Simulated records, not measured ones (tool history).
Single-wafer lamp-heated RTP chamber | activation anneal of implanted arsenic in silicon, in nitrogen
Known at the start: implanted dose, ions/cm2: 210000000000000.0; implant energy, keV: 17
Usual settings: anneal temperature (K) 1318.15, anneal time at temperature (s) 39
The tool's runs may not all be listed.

| run | hour | anneal temperature (K) | anneal time at temperature (s) | wafers since the last listed run | wafers since the last pyrometer calibration | wafers since the reflector plate was cleaned | hours since the gauge calibration | read-back reference wafer on the same gauge, sheet resistance | sheet resistance of the implanted and annealed layer (ohm/square) |
|---|---|---|---|---|---|---|---|---|---|
| 1 | 0.0 | 1318.15 | 39 | 0 | 3188 | 13515 | 268.2 | 376.01 | 386.24 |
| 2 | 17.2 | 1295.15 | 21 | 150 | 3339 | 13666 | 285.4 | 375.91 | 397.29 |
| 3 | 24.6 | 1295.15 | 21 | 64 | 3404 | 13731 | 292.8 | 376.02 | 397.36 |
| 4 | 38.8 | 1295.15 | 21 | 124 | 3528 | 13855 | 307.0 | 375.97 | 397.58 |
| 5 | 45.7 | 1318.15 | 39 | 60 | 3589 | 13916 | 313.9 | 376.04 | 386.10 |
| 6 | 59.9 | 1318.15 | 39 | 124 | 3713 | 14041 | 328.1 | 375.95 | 387.01 |
| 7 | 71.0 | 1318.15 | 56 | 97 | 3811 | 14138 | 339.2 | 376.03 | 380.02 |
| 8 | 77.8 | 1318.15 | 56 | 59 | 3870 | 14198 | 346.0 | 376.06 | 379.98 |
| 9 | 90.2 | 1318.15 | 56 | 108 | 3979 | 14306 | 358.4 | 376.30 | 380.14 |
| 10 | 104.5 | 1318.15 | 39 | 125 | 4104 | 14432 | 372.7 | 376.12 | 385.49 |
| 11 | 111.1 | 1318.15 | 26 | 57 | 4162 | 14490 | 379.3 | 376.00 | 390.96 |
| 12 | 127.7 | 1318.15 | 26 | 145 | 4308 | 14635 | 395.9 | 375.77 | 390.37 |
| 13 | 137.1 | 1318.15 | 26 | 82 | 4390 | 14718 | 405.3 | 376.08 | 390.89 |
| 14 | 146.2 | 1301.15 | 56 | 79 | 4470 | 14797 | 414.4 | 376.14 | 386.01 |
| 15 | 160.3 | 1318.15 | 39 | 123 | 4594 | 14921 | 428.5 | 375.97 | 385.85 |
| 16 | 167.9 | 1318.15 | 28 | 66 | 4660 | 14988 | 436.1 | 375.92 | 389.38 |
|  | 178.9 | reflector plate cleaned |
|  | 181.8 | pyrometer window cleaned and pyrometer calibrated |
| 17 | 182.3 | 1344.15 | 60 | 31 | 4 | 4 | 450.5 | 376.15 | 373.57 |
| 18 | 189.8 | 1318.15 | 19 | 65 | 70 | 70 | 458.0 | 375.93 | 396.53 |
| 19 | 201.0 | 1347.15 | 16 | 98 | 168 | 168 | 469.2 | 376.01 | 390.96 |
| 20 | 214.9 | 1318.15 | 54 | 121 | 290 | 290 | 483.1 | 376.30 | 384.16 |
| 21 | 224.0 | 1318.15 | 39 | 79 | 370 | 370 | 492.2 | 376.15 | 387.59 |
| 22 | 233.4 | 1292.15 | 31 | 82 | 452 | 452 | 501.6 | 376.10 | 397.04 |
| 23 | 250.9 | 1336.15 | 19 | 153 | 606 | 606 | 519.1 | 376.06 | 392.50 |
| 24 | 264.3 | 1338.15 | 59 | 117 | 723 | 723 | 532.5 | 375.90 | 374.96 |
| 25 | 271.6 | 1318.15 | 39 | 64 | 787 | 787 | 539.8 | 376.13 | 387.93 |
| 26 | 278.7 | 1329.15 | 48 | 62 | 849 | 849 | 546.9 | 376.06 | 381.37 |
|  | 281.1 | gauge calibrated |
| 27 | 294.9 | 1310.15 | 59 | 142 | 992 | 992 | 13.8 | 376.02 | 383.72 |
| 28 | 301.0 | 1332.15 | 59 | 53 | 1045 | 1045 | 19.9 | 375.96 | 376.60 |
| 29 | 312.4 | 1318.15 | 39 | 99 | 1145 | 1145 | 31.3 | 376.30 | 387.12 |
| 30 | 319.9 | 1318.15 | 39 | 65 | 1211 | 1211 | 38.8 | 376.10 | 386.78 |
| 31 | 337.6 | 1292.15 | 32 | 155 | 1366 | 1366 | 56.5 | 375.98 | 395.07 |
| 32 | 347.7 | 1300.15 | 26 | 88 | 1455 | 1455 | 66.6 | 375.93 | 395.20 |
| 33 | 357.2 | 1332.15 | 19 | 83 | 1538 | 1538 | 76.1 | 375.84 | 392.07 |
| 34 | 365.2 | 1344.15 | 55 | 70 | 1608 | 1608 | 84.1 | 376.08 | 372.08 |
| 35 | 379.6 | 1338.15 | 33 | 126 | 1734 | 1734 | 98.5 | 376.00 | 382.99 |
| 36 | 392.0 | 1342.15 | 55 | 108 | 1843 | 1843 | 110.9 | 375.79 | 372.33 |
| 37 | 408.2 | 1295.15 | 21 | 142 | 1985 | 1985 | 127.1 | 376.13 | 397.74 |

4 ways to go on from here, each from the tool as it stands after run 37. What would each give?
| A | 408.6 | 1318.15 | 39 | 3 | 1989 | 1989 | 127.5 | ? | ? |
| B | 408.6 | 1318.15 | 51 | 3 | 1989 | 1989 | 127.5 | ? | ? |
| C | 408.6 | 1340.15 | 39 | 3 | 1989 | 1989 | 127.5 | ? | ? |
| D | 408.6 | 1318.15 | 30 | 3 | 1989 | 1989 | 127.5 | ? | ? |

| run | read-back reference wafer on the same gauge, sheet resistance | sheet resistance of the implanted and annealed layer (ohm/square) |
|---|---|---|
| A | 376.15 | 385.92 |
| B | 376.15 | 382.15 |
| C | 376.15 | 378.52 |
| D | 376.15 | 389.15 |
Without the tool's hidden state the same runs would have given:
| run | sheet resistance of the implanted and annealed layer (ohm/square) |
|---|---|
| A | 388.49 |
| B | 385.11 |
| C | 381.77 |
| D | 391.38 |
